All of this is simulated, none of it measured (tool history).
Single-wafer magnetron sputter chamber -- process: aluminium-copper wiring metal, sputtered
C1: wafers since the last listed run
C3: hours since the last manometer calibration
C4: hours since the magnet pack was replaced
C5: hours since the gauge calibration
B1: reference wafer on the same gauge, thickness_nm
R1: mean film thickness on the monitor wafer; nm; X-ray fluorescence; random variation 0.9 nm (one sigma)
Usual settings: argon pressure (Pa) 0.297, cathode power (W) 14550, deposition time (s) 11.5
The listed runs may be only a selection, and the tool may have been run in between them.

{"run": 1, "hour": 0.0, "argon pressure (Pa)": 0.297, "cathode power (W)": 14550, "deposition time (s)": 11.5, "C1": 0, "wafers on the sputter target": 4363, "C3": 1441.8, "C4": 5829.1, "C5": 1111.4, "B1": 318.984, "R1": 324.964}
{"hour": 65.4, "done": "sputter target and shields replaced"}
{"run": 2, "hour": 69.0, "argon pressure (Pa)": 0.297, "cathode power (W)": 14550, "deposition time (s)": 11.5, "C1": 1784, "wafers on the sputter target": 105, "C3": 1510.8, "C4": 5898.1, "C5": 1180.4, "B1": 318.948, "R1": 331.722}
{"run": 3, "hour": 90.1, "argon pressure (Pa)": 0.297, "cathode power (W)": 14550, "deposition time (s)": 11.5, "C1": 617, "wafers on the sputter target": 722, "C3": 1531.9, "C4": 5919.2, "C5": 1201.5, "B1": 319.114, "R1": 331.136}
{"run": 4, "hour": 109.3, "argon pressure (Pa)": 0.297, "cathode power (W)": 14550, "deposition time (s)": 11.5, "C1": 561, "wafers on the sputter target": 1284, "C3": 1551.1, "C4": 5938.4, "C5": 1220.7, "B1": 319.165, "R1": 331.25}
{"run": 5, "hour": 153.8, "argon pressure (Pa)": 0.214, "cathode power (W)": 14550, "deposition time (s)": 11.5, "C1": 1302, "wafers on the sputter target": 2586, "C3": 1595.6, "C4": 5982.9, "C5": 1265.2, "B1": 319.101, "R1": 340.847}
{"run": 6, "hour": 182.9, "argon pressure (Pa)": 0.297, "cathode power (W)": 14550, "deposition time (s)": 11.5, "C1": 851, "wafers on the sputter target": 3438, "C3": 1624.7, "C4": 6012, "C5": 1294.3, "B1": 318.877, "R1": 327.219}
{"run": 7, "hour": 213.9, "argon pressure (Pa)": 0.297, "cathode power (W)": 14550, "deposition time (s)": 11.5, "C1": 907, "wafers on the sputter target": 4345, "C3": 1655.7, "C4": 6043, "C5": 1325.3, "B1": 319.043, "R1": 324.892}
{"run": 8, "hour": 244.5, "argon pressure (Pa)": 0.297, "cathode power (W)": 14550, "deposition time (s)": 11.5, "C1": 895, "wafers on the sputter target": 5240, "C3": 1686.3, "C4": 6073.6, "C5": 1355.9, "B1": 318.885, "R1": 323.205}
{"hour": 255.8, "done": "sputter target and shields replaced"}
{"hour": 284.8, "done": "gauge calibrated"}
{"run": 9, "hour": 295.1, "argon pressure (Pa)": 0.297, "cathode power (W)": 14550, "deposition time (s)": 11.5, "C1": 1246, "wafers on the sputter target": 1150, "C3": 1736.9, "C4": 6124.2, "C5": 10.3, "B1": 318.905, "R1": 329.871}
{"hour": 325.7, "done": "magnet pack replaced"}
{"run": 10, "hour": 326.2, "argon pressure (Pa)": 0.297, "cathode power (W)": 16050, "deposition time (s)": 12.4, "C1": 675, "wafers on the sputter target": 1826, "C3": 1768, "C4": 0.5, "C5": 41.4, "B1": 319.1, "R1": 383.359}
{"run": 11, "hour": 338.3, "argon pressure (Pa)": 0.297, "cathode power (W)": 16050, "deposition time (s)": 12.4, "C1": 354, "wafers on the sputter target": 2180, "C3": 1780.1, "C4": 12.6, "C5": 53.5, "B1": 318.969, "R1": 383.161}
{"run": 12, "hour": 358.1, "argon pressure (Pa)": 0.297, "cathode power (W)": 14550, "deposition time (s)": 11, "C1": 579, "wafers on the sputter target": 2760, "C3": 1799.9, "C4": 32.4, "C5": 73.3, "B1": 318.993, "R1": 314.04}
{"run": 13, "hour": 385.8, "argon pressure (Pa)": 0.297, "cathode power (W)": 14550, "deposition time (s)": 11, "C1": 810, "wafers on the sputter target": 3570, "C3": 1827.6, "C4": 60.1, "C5": 101, "B1": 318.899, "R1": 312.547}
{"run": 14, "hour": 401.1, "argon pressure (Pa)": 0.297, "cathode power (W)": 14550, "deposition time (s)": 11, "C1": 447, "wafers on the sputter target": 4018, "C3": 1842.9, "C4": 75.4, "C5": 116.3, "B1": 318.952, "R1": 311.295}
{"run": 15, "hour": 429.9, "argon pressure (Pa)": 0.215, "cathode power (W)": 14550, "deposition time (s)": 12.6, "C1": 842, "wafers on the sputter target": 4861, "C3": 1871.7, "C4": 104.2, "C5": 145.1, "B1": 319.081, "R1": 366.549}
{"run": 16, "hour": 445.0, "argon pressure (Pa)": 0.345, "cathode power (W)": 17000, "deposition time (s)": 10.9, "C1": 441, "wafers on the sputter target": 5302, "C3": 1886.8, "C4": 119.3, "C5": 160.2, "B1": 319.059, "R1": 335.015}
{"run": 17, "hour": 465.0, "argon pressure (Pa)": 0.297, "cathode power (W)": 14550, "deposition time (s)": 11.5, "C1": 585, "wafers on the sputter target": 5888, "C3": 1906.8, "C4": 139.3, "C5": 180.2, "B1": 318.932, "R1": 320.704}
{"hour": 490.1, "done": "sputter target and shields replaced"}
{"run": 18, "hour": 491.3, "argon pressure (Pa)": 0.193, "cathode power (W)": 17650, "deposition time (s)": 13.7, "C1": 535, "wafers on the sputter target": 35, "C3": 1933.1, "C4": 165.6, "C5": 206.5, "B1": 319.135, "R1": 471.439}
{"run": 19, "hour": 504.3, "argon pressure (Pa)": 0.297, "cathode power (W)": 14550, "deposition time (s)": 13.8, "C1": 380, "wafers on the sputter target": 415, "C3": 1946.1, "C4": 178.6, "C5": 219.5, "B1": 319.143, "R1": 395.667}
{"run": 20, "hour": 531.0, "argon pressure (Pa)": 0.297, "cathode power (W)": 14550, "deposition time (s)": 11.5, "C1": 781, "wafers on the sputter target": 1196, "C3": 1972.8, "C4": 205.3, "C5": 246.2, "B1": 318.934, "R1": 331.769}
{"run": 21, "hour": 564.4, "argon pressure (Pa)": 0.196, "cathode power (W)": 12850, "deposition time (s)": 12.1, "C1": 977, "wafers on the sputter target": 2173, "C3": 2006.2, "C4": 238.7, "C5": 279.6, "B1": 318.829, "R1": 332.003}
{"run": 22, "hour": 590.3, "argon pressure (Pa)": 0.23, "cathode power (W)": 13150, "deposition time (s)": 12.4, "C1": 757, "wafers on the sputter target": 2931, "C3": 2032.1, "C4": 264.6, "C5": 305.5, "B1": 319.035, "R1": 338.179}
{"run": 23, "hour": 617.4, "argon pressure (Pa)": 0.297, "cathode power (W)": 14550, "deposition time (s)": 9.2, "C1": 792, "wafers on the sputter target": 3724, "C3": 2059.2, "C4": 291.7, "C5": 332.6, "B1": 319.038, "R1": 260.392}
{"run": 24, "hour": 649.5, "argon pressure (Pa)": 0.297, "cathode power (W)": 14550, "deposition time (s)": 11.5, "C1": 939, "wafers on the sputter target": 4663, "C3": 2091.3, "C4": 323.8, "C5": 364.7, "B1": 318.903, "R1": 322.532}
{"run": 25, "hour": 661.9, "argon pressure (Pa)": 0.236, "cathode power (W)": 16900, "deposition time (s)": 11.5, "C1": 362, "wafers on the sputter target": 5026, "C3": 2103.7, "C4": 336.2, "C5": 377.1, "B1": 319.145, "R1": 368.168}
{"hour": 686.7, "done": "capacitance manometer re-zeroed and calibrated"}
{"run": 26, "hour": 693.5, "argon pressure (Pa)": 0.297, "cathode power (W)": 13750, "deposition time (s)": 11.5, "C1": 690, "wafers on the sputter target": 5717, "C3": 6.8, "C4": 367.8, "C5": 408.7, "B1": 319.079, "R1": 307.515}
{"hour": 718.7, "done": "sputter target and shields replaced"}
{"run": 27, "hour": 725.0, "argon pressure (Pa)": 0.407, "cathode power (W)": 15950, "deposition time (s)": 12.9, "C1": 687, "wafers on the sputter target": 185, "C3": 38.3, "C4": 399.3, "C5": 440.2, "B1": 319.122, "R1": 379.003}
{"run": 28, "hour": 756.7, "argon pressure (Pa)": 0.413, "cathode power (W)": 12800, "deposition time (s)": 10.4, "C1": 927, "wafers on the sputter target": 1113, "C3": 70, "C4": 431, "C5": 471.9, "B1": 318.776, "R1": 261.501}
{"run": 29, "hour": 774.5, "argon pressure (Pa)": 0.334, "cathode power (W)": 14550, "deposition time (s)": 10, "C1": 520, "wafers on the sputter target": 1634, "C3": 87.8, "C4": 448.8, "C5": 489.7, "B1": 318.987, "R1": 283.855}
{"run": 30, "hour": 791.0, "argon pressure (Pa)": 0.297, "cathode power (W)": 12400, "deposition time (s)": 13.4, "C1": 482, "wafers on the sputter target": 2116, "C3": 104.3, "C4": 465.3, "C5": 506.2, "B1": 318.799, "R1": 344.382}
{"run": 31, "hour": 825.1, "argon pressure (Pa)": 0.297, "cathode power (W)": 14550, "deposition time (s)": 11.5, "C1": 997, "wafers on the sputter target": 3114, "C3": 138.4, "C4": 499.4, "C5": 540.3, "B1": 318.886, "R1": 326.593}
{"run": 32, "hour": 837.9, "argon pressure (Pa)": 0.297, "cathode power (W)": 13250, "deposition time (s)": 13.4, "C1": 374, "wafers on the sputter target": 3489, "C3": 151.2, "C4": 512.2, "C5": 553.1, "B1": 319.005, "R1": 355.155}
{"run": 33, "hour": 864.8, "argon pressure (Pa)": 0.297, "cathode power (W)": 14550, "deposition time (s)": 11.5, "C1": 787, "wafers on the sputter target": 4276, "C3": 178.1, "C4": 539.1, "C5": 580, "B1": 319.003, "R1": 325.639}
{"run": 34, "hour": 882.6, "argon pressure (Pa)": 0.297, "cathode power (W)": 12300, "deposition time (s)": 11.5, "C1": 520, "wafers on the sputter target": 4797, "C3": 195.9, "C4": 556.9, "C5": 597.8, "B1": 318.868, "R1": 287.484}
{"run": 35, "hour": 895.8, "argon pressure (Pa)": 0.297, "cathode power (W)": 14550, "deposition time (s)": 11.5, "C1": 386, "wafers on the sputter target": 5183, "C3": 209.1, "C4": 570.1, "C5": 611, "B1": 319.045, "R1": 324.067}

Across each entry between runs, compare the hidden state at the last listed run before it with the hidden state at the first listed run after it:
From run 1 to run 2: sputter target and shields replaced (hour 65.4)
  deposition rate above that of a new target (%): -1.94 -> -0.0481
  the result without the hidden state subtracted from the measured one, R1: -6.42 -> -0.159 nm
From run 8 to run 9: sputter target and shields replaced (hour 255.8); gauge calibrated (hour 284.8)
  deposition rate above that of a new target (%): -2.5 -> -0.136
  the result without the hidden state subtracted from the measured one, R1: -8.275 -> -0.449 nm
From run 9 to run 10: magnet pack replaced (hour 325.7)
  deposition rate above that of a new target (%): -0.136 -> -0.397
  the result without the hidden state subtracted from the measured one, R1: -0.449 -> -1.527 nm
From run 17 to run 18: sputter target and shields replaced (hour 490.1)
  deposition rate above that of a new target (%): -3.36 -> -0.387
  the result without the hidden state subtracted from the measured one, R1: -11.153 -> -1.832 nm
From run 25 to run 26: capacitance manometer re-zeroed and calibrated (hour 686.7)
  deposition rate above that of a new target (%): -2.64 -> -3.55
  the result without the hidden state subtracted from the measured one, R1: -9.986 -> -11.306 nm
From run 26 to run 27: sputter target and shields replaced (hour 718.7)
  deposition rate above that of a new target (%): -3.55 -> -0.142
  the result without the hidden state subtracted from the measured one, R1: -11.306 -> -0.541 nm
